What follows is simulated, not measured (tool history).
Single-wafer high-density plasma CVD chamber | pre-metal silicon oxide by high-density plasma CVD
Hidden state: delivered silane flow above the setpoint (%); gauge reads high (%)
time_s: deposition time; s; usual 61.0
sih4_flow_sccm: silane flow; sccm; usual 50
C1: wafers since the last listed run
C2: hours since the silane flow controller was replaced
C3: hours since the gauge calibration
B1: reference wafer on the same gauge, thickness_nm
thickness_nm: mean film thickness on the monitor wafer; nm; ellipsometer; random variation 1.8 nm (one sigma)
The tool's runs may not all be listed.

Run 1, hour 0.0: usual settings but sih4_flow_sccm 57 sccm; C1 0; C2 827.1; C3 765.5; B1 337.838. Result: thickness_nm 327.650 nm.
Run 2, hour 60.4: usual settings; C1 1284; C2 887.5; C3 825.9; B1 337.931. Result: thickness_nm 296.168 nm.
Run 3, hour 91.7: usual settings but time_s 65.0 s; C1 665; C2 918.8; C3 857.2; B1 338.175. Result: thickness_nm 310.198 nm.
Run 4, hour 140.4: usual settings but time_s 65.0 s; C1 1036; C2 967.5; C3 905.9; B1 338.522. Result: thickness_nm 312.800 nm.
Run 5, hour 210.7: usual settings but time_s 65.0 s; C1 1495; C2 1037.8; C3 976.2; B1 337.969. Result: thickness_nm 315.842 nm.
Run 6, hour 269.7: usual settings but sih4_flow_sccm 55 sccm; C1 1255; C2 1096.8; C3 1035.2; B1 337.462. Result: thickness_nm 312.916 nm.
Run 7, hour 336.4: usual settings but sih4_flow_sccm 55 sccm; C1 1419; C2 1163.5; C3 1101.9; B1 337.761. Result: thickness_nm 316.028 nm.
Run 8, hour 363.1: usual settings; C1 568; C2 1190.2; C3 1128.6; B1 338.731. Result: thickness_nm 290.749 nm.
Run 9, hour 407.9: usual settings; C1 953; C2 1235.0; C3 1173.4; B1 338.206. Result: thickness_nm 290.088 nm.
Run 10, hour 462.7: usual settings; C1 1165; C2 1289.8; C3 1228.2; B1 337.347. Result: thickness_nm 292.772 nm.
Run 11, hour 521.8: usual settings; C1 1257; C2 1348.9; C3 1287.3; B1 337.586. Result: thickness_nm 291.417 nm.
Run 12, hour 569.1: usual settings; C1 1006; C2 1396.2; C3 1334.6; B1 338.203. Result: thickness_nm 286.636 nm.
At hour 732.7: silane flow controller replaced.
Run 13, hour 779.1: usual settings; C1 4297; C2 46.4; C3 1544.6; B1 338.347. Result: thickness_nm 308.027 nm.
Run 14, hour 803.3: usual settings but time_s 69.4 s, sih4_flow_sccm 57 sccm; C1 514; C2 70.6; C3 1568.8; B1 337.574. Result: thickness_nm 388.099 nm.
Run 15, hour 866.5: usual settings but time_s 67.2 s, sih4_flow_sccm 46 sccm; C1 1344; C2 133.8; C3 1632.0; B1 337.877. Result: thickness_nm 309.689 nm.
Run 16, hour 916.0: usual settings; C1 1053; C2 183.3; C3 1681.5; B1 338.234. Result: thickness_nm 304.900 nm.
Run 17, hour 980.0: usual settings but sih4_flow_sccm 45 sccm; C1 1361; C2 247.3; C3 1745.5; B1 337.773. Result: thickness_nm 276.324 nm.
At hour 1006.1: gauge calibrated.
Run 18, hour 1032.3: usual settings but sih4_flow_sccm 58 sccm; C1 1112; C2 299.6; C3 26.2; B1 337.429. Result: thickness_nm 339.281 nm.
Run 19, hour 1084.5: usual settings but time_s 52.2 s, sih4_flow_sccm 45 sccm; C1 1110; C2 351.8; C3 78.4; B1 337.884. Result: thickness_nm 233.819 nm.
Run 20, hour 1111.2: usual settings but time_s 56.3 s; C1 568; C2 378.5; C3 105.1; B1 337.292. Result: thickness_nm 274.922 nm.
Run 21, hour 1140.1: usual settings but time_s 52.9 s, sih4_flow_sccm 41 sccm; C1 614; C2 407.4; C3 134.0; B1 337.716. Result: thickness_nm 220.371 nm.
Run 22, hour 1177.6: usual settings but time_s 51.8 s; C1 797; C2 444.9; C3 171.5; B1 338.176. Result: thickness_nm 252.995 nm.
Run 23, hour 1204.2: usual settings; C1 565; C2 471.5; C3 198.1; B1 338.230. Result: thickness_nm 299.880 nm.
Run 24, hour 1239.7: usual settings but sih4_flow_sccm 41 sccm; C1 755; C2 507.0; C3 233.6; B1 338.158. Result: thickness_nm 251.505 nm.
Run 25, hour 1285.4: usual settings but time_s 70.3 s, sih4_flow_sccm 55 sccm; C1 972; C2 552.7; C3 279.3; B1 338.258. Result: thickness_nm 372.866 nm.
Run 26, hour 1323.9: usual settings but time_s 73.1 s, sih4_flow_sccm 41 sccm; C1 819; C2 591.2; C3 317.8; B1 337.348. Result: thickness_nm 304.606 nm.

The same runs without the tool's hidden state, with the same run-to-run variation:
run  thickness_nm
  1       339.334
  2       307.133
  3       321.885
  4       324.885
  5       328.439
  6       325.691
  7       329.234
  8       303.002
  9       302.477
 10       305.461
 11       304.228
 12       299.368
 13       306.380
 14       386.774
 15       310.094
 16       306.333
 17       278.733
 18       343.254
 19       237.201
 20       279.263
 21       224.153
 22       257.764
 23       305.874
 24       256.895
 25       381.505
 26       312.081

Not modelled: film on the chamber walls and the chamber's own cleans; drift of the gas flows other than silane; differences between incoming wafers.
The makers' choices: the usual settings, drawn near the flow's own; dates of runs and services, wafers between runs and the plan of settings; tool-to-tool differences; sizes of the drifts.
